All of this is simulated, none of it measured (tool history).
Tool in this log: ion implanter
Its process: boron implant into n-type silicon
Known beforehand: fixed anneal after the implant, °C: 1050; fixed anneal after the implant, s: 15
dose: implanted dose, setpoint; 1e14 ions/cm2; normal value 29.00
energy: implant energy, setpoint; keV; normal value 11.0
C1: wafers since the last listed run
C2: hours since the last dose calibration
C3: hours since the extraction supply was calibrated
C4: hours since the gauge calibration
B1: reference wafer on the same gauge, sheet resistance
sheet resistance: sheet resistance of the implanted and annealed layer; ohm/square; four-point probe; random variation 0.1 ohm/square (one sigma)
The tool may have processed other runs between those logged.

run 1 day=0.000 | dose=29.00 energy=11.0 | C1=0 C2=1782.2 C3=3145.0 C4=542.9 | B1=68.48 | sheet_resistance=68.57
run 2 day=1.350 | dose=22.15 energy=11.0 | C1=394 C2=1814.6 C3=3177.4 C4=575.3 | B1=68.48 | sheet_resistance=73.73
run 3 day=3.338 | dose=22.15 energy=11.0 | C1=580 C2=1862.3 C3=3225.1 C4=623.0 | B1=68.52 | sheet_resistance=73.71
run 4 day=5.679 | dose=29.00 energy=11.0 | C1=684 C2=1918.5 C3=3281.3 C4=679.2 | B1=68.50 | sheet_resistance=68.56
-- day=6.871 gauge calibrated
run 5 day=7.733 | dose=29.00 energy=11.0 | C1=600 C2=1967.8 C3=3330.6 C4=20.7 | B1=68.48 | sheet_resistance=68.57
run 6 day=9.771 | dose=29.00 energy=11.0 | C1=595 C2=2016.7 C3=3379.5 C4=69.6 | B1=68.46 | sheet_resistance=68.69
run 7 day=12.146 | dose=29.00 energy=11.0 | C1=694 C2=2073.7 C3=3436.5 C4=126.6 | B1=68.49 | sheet_resistance=68.51
run 8 day=14.421 | dose=31.48 energy=11.0 | C1=664 C2=2128.3 C3=3491.1 C4=181.2 | B1=68.52 | sheet_resistance=67.62
run 9 day=16.933 | dose=29.00 energy=11.0 | C1=734 C2=2188.6 C3=3551.4 C4=241.5 | B1=68.52 | sheet_resistance=68.58
run 10 day=18.688 | dose=29.00 energy=11.0 | C1=512 C2=2230.7 C3=3593.5 C4=283.6 | B1=68.50 | sheet_resistance=68.80
run 11 day=21.175 | dose=29.00 energy=11.0 | C1=727 C2=2290.4 C3=3653.2 C4=343.3 | B1=68.51 | sheet_resistance=68.80
run 12 day=23.812 | dose=29.00 energy=11.0 | C1=770 C2=2353.7 C3=3716.5 C4=406.6 | B1=68.51 | sheet_resistance=68.70
run 13 day=26.625 | dose=22.99 energy=10.0 | C1=821 C2=2421.2 C3=3784.0 C4=474.1 | B1=68.49 | sheet_resistance=76.48
run 14 day=28.067 | dose=33.27 energy=12.5 | C1=421 C2=2455.8 C3=3818.6 C4=508.7 | B1=68.51 | sheet_resistance=62.22
-- day=29.679 Faraday cup replaced and dose calibrated
run 15 day=29.783 | dose=29.00 energy=9.5 | C1=404 C2=2.5 C3=3859.8 C4=549.9 | B1=68.52 | sheet_resistance=74.52
run 16 day=32.483 | dose=23.76 energy=14.0 | C1=789 C2=67.3 C3=3924.6 C4=614.7 | B1=68.50 | sheet_resistance=64.59
run 17 day=34.712 | dose=22.73 energy=12.5 | C1=651 C2=120.8 C3=3978.1 C4=668.2 | B1=68.49 | sheet_resistance=69.07
run 18 day=36.433 | dose=32.03 energy=7.5 | C1=502 C2=162.1 C3=4019.4 C4=709.5 | B1=68.49 | sheet_resistance=83.50
run 19 day=37.458 | dose=37.05 energy=9.0 | C1=299 C2=186.7 C3=4044.0 C4=734.1 | B1=68.47 | sheet_resistance=74.34
-- day=37.688 gauge calibrated
-- day=38.125 extraction supply calibrated
run 20 day=40.096 | dose=29.00 energy=11.0 | C1=673 C2=250.0 C3=47.3 C4=57.8 | B1=68.51 | sheet_resistance=67.25
run 21 day=42.125 | dose=36.07 energy=9.0 | C1=593 C2=298.7 C3=96.0 C4=106.5 | B1=68.50 | sheet_resistance=72.71
run 22 day=47.050 | dose=29.00 energy=11.0 | C1=1439 C2=416.9 C3=214.2 C4=224.7 | B1=68.51 | sheet_resistance=67.14
run 23 day=48.421 | dose=22.70 energy=13.0 | C1=400 C2=449.8 C3=247.1 C4=257.6 | B1=68.49 | sheet_resistance=66.88
run 24 day=50.896 | dose=22.46 energy=8.5 | C1=723 C2=509.2 C3=306.5 C4=317.0 | B1=68.51 | sheet_resistance=81.33
run 25 day=52.458 | dose=34.85 energy=14.5 | C1=456 C2=546.7 C3=344.0 C4=354.5 | B1=68.52 | sheet_resistance=55.73

Predict each of these 3 candidate next runs independently; none follows another, all start after run 25:
run A day=52.475 | dose=35.12 energy=11.0 | C1=4 C2=547.1 C3=344.4 C4=354.9 | B1=? | sheet_resistance=?
run B day=52.475 | dose=33.68 energy=9.0 | C1=4 C2=547.1 C3=344.4 C4=354.9 | B1=? | sheet_resistance=?
run C day=52.475 | dose=21.02 energy=8.0 | C1=4 C2=547.1 C3=344.4 C4=354.9 | B1=? | sheet_resistance=?

run=A B1=68.51 sheet_resistance=65.23
run=B B1=68.51 sheet_resistance=73.59
run=C B1=68.51 sheet_resistance=85.21
With no hidden state in the tool, these same runs would have given:
run=A sheet_resistance=64.87
run=B sheet_resistance=73.19
run=C sheet_resistance=84.85

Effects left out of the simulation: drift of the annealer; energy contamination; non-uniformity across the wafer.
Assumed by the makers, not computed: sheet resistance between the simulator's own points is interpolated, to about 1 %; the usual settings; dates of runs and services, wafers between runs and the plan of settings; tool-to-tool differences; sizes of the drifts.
